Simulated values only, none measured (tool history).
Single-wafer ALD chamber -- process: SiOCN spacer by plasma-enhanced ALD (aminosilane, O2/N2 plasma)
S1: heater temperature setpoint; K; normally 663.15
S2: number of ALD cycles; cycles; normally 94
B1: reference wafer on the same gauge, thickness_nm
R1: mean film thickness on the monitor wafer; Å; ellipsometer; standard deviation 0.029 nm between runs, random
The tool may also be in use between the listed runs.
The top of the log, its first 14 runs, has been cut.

run 15 hour=723.9 | S1=663.15 S2=94 | B1=7.315 | R1=61.50
run 16 hour=754.3 | S1=655.15 S2=94 | B1=7.319 | R1=61.82
run 17 hour=822.9 | S1=663.15 S2=94 | B1=7.326 | R1=61.24
run 18 hour=867.4 | S1=663.15 S2=94 | B1=7.331 | R1=61.85
run 19 hour=901.0 | S1=663.15 S2=94 | B1=7.322 | R1=62.17
run 20 hour=949.6 | S1=663.15 S2=94 | B1=7.324 | R1=61.95
run 21 hour=984.8 | S1=663.15 S2=94 | B1=7.325 | R1=61.54
run 22 hour=1017.0 | S1=649.15 S2=80 | B1=7.324 | R1=52.83
run 23 hour=1048.3 | S1=663.15 S2=94 | B1=7.319 | R1=62.40
run 24 hour=1091.0 | S1=663.15 S2=94 | B1=7.319 | R1=62.39
-- hour=1122.9 gauge calibrated
run 25 hour=1155.6 | S1=663.15 S2=94 | B1=7.312 | R1=61.86
run 26 hour=1222.3 | S1=677.15 S2=109 | B1=7.330 | R1=71.13
run 27 hour=1285.2 | S1=657.15 S2=80 | B1=7.321 | R1=52.67
run 28 hour=1333.1 | S1=663.15 S2=94 | B1=7.316 | R1=61.82
run 29 hour=1383.5 | S1=653.15 S2=112 | B1=7.314 | R1=73.76
run 30 hour=1429.7 | S1=672.15 S2=88 | B1=7.315 | R1=58.42
run 31 hour=1489.4 | S1=663.15 S2=94 | B1=7.317 | R1=61.99
run 32 hour=1547.6 | S1=673.15 S2=88 | B1=7.314 | R1=57.90
run 33 hour=1573.5 | S1=677.15 S2=105 | B1=7.317 | R1=67.92
run 34 hour=1643.9 | S1=648.15 S2=102 | B1=7.323 | R1=67.21
run 35 hour=1700.9 | S1=663.15 S2=94 | B1=7.319 | R1=62.40
run 36 hour=1732.0 | S1=673.15 S2=84 | B1=7.335 | R1=55.40
run 37 hour=1781.3 | S1=653.15 S2=79 | B1=7.317 | R1=51.47

Estimate the outcome of run 38 from the log above:
run 38 hour=1850.9 | S1=655.15 S2=94 | B1=? | R1=?

For run 38 the tool returned B1 7.319, R1 61.98 Å.
Were there no unlogged condition in the tool, this run, its random variation unchanged, would have produced R1 61.98 Å.
